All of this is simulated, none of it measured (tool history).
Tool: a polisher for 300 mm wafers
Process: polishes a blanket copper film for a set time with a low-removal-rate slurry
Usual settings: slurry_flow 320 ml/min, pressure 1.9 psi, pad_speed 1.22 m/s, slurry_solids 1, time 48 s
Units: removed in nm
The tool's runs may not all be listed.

| run | day | slurry_flow | pressure | pad_speed | slurry_solids | time | incoming thickness of the incoming film, nm | removed |
|---|---|---|---|---|---|---|---|---|
| 1 | 0 | 320 | 1.9 | 1.22 | 0.8 | 48 | 1302.7 | 104.7 |
| 2 | 1.442 | 320 | 1.9 | 1.22 | 0.8 | 48 | 1305.1 | 106.2 |
| 3 | 3.696 | 320 | 1.9 | 1.22 | 0.8 | 48 | 1318.3 | 106.4 |
|  | 5.038 | worn pad replaced by a new one |
| 4 | 5.529 | 320 | 1.9 | 1.22 | 1 | 48 | 1301.4 | 108.9 |
| 5 | 6.867 | 320 | 1.9 | 1.22 | 1 | 48 | 1328.6 | 113.3 |
|  | 8.554 | slurry nozzle cleaned |
| 6 | 8.667 | 320 | 1.9 | 1.22 | 1 | 48 | 1322.5 | 110.2 |
|  | 11.612 | worn pad replaced by a new one |
| 7 | 11.633 | 320 | 1.9 | 1.22 | 0.85 | 48 | 1311.5 | 109 |
|  | 12.738 | slurry blender recalibrated |
| 8 | 12.804 | 320 | 1.9 | 1.22 | 0.85 | 48 | 1310.3 | 111.4 |
| 9 | 14.842 | 320 | 1.9 | 1.22 | 0.85 | 48 | 1311.2 | 109.8 |
| 10 | 16.446 | 320 | 1.9 | 1.22 | 1 | 48 | 1289.1 | 113.6 |
| 11 | 18.079 | 320 | 1.9 | 1.22 | 1 | 48 | 1316.4 | 110.3 |
|  | 19.729 | worn pad replaced by a new one |
| 12 | 20.075 | 290 | 1.9 | 1.22 | 1.2 | 48 | 1308.9 | 116.5 |
|  | 20.338 | head pressure recalibrated |
|  | 21.088 | slurry nozzle cleaned |
| 13 | 21.25 | 320 | 2.1 | 1.22 | 1.25 | 41 | 1305.1 | 117.3 |
|  | 26.221 | head pressure recalibrated, repeated, since the last time left the tool worse |
| 14 | 26.429 | 230 | 1.9 | 1.36 | 1.25 | 58 | 1332 | 139.3 |
|  | 27.079 | worn pad replaced by a new one |
| 15 | 27.579 | 290 | 1.6 | 1.38 | 1 | 38 | 1315.6 | 74.2 |
| 16 | 30.004 | 320 | 1.9 | 1.22 | 1 | 62 | 1299 | 135.3 |
|  | 32.45 | slurry nozzle cleaned |
| 17 | 32.483 | 365 | 2.4 | 0.94 | 1 | 48 | 1295.9 | 108 |
|  | 33.65 | worn pad replaced by a new one |
|  | 33.854 | slurry blender recalibrated |
| 18 | 34.571 | 320 | 2.6 | 1.22 | 1 | 41 | 1303.3 | 123.6 |
| 19 | 35.638 | 400 | 2.1 | 1.34 | 1 | 58 | 1319.7 | 156.7 |

5 ways to go on from here, each from the tool as it stands after run 19. What would each give?
| A | 35.654 | 320 | 1.9 | 1.22 | 1 | 48 | 1326.4 | ? |
| B | 35.654 | 320 | 2.2 | 1.22 | 1 | 48 | 1326.4 | ? |
| C | 35.654 | 320 | 1.2 | 0.88 | 1 | 34 | 1326.4 | ? |
| D | 35.654 | 225 | 1.9 | 1.22 | 1.2 | 48 | 1326.4 | ? |
| E | 35.654 | 320 | 2.1 | 1.22 | 1 | 48 | 1326.4 | ? |

| run | removed |
|---|---|
| A | 105.8 |
| B | 122.5 |
| C | 36.2 |
| D | 105.9 |
| E | 116.9 |
Without the tool's hidden state the same runs would have given:
| run | removed |
|---|---|
| A | 105.5 |
| B | 122.2 |
| C | 36.1 |
| D | 105.7 |
| E | 116.6 |
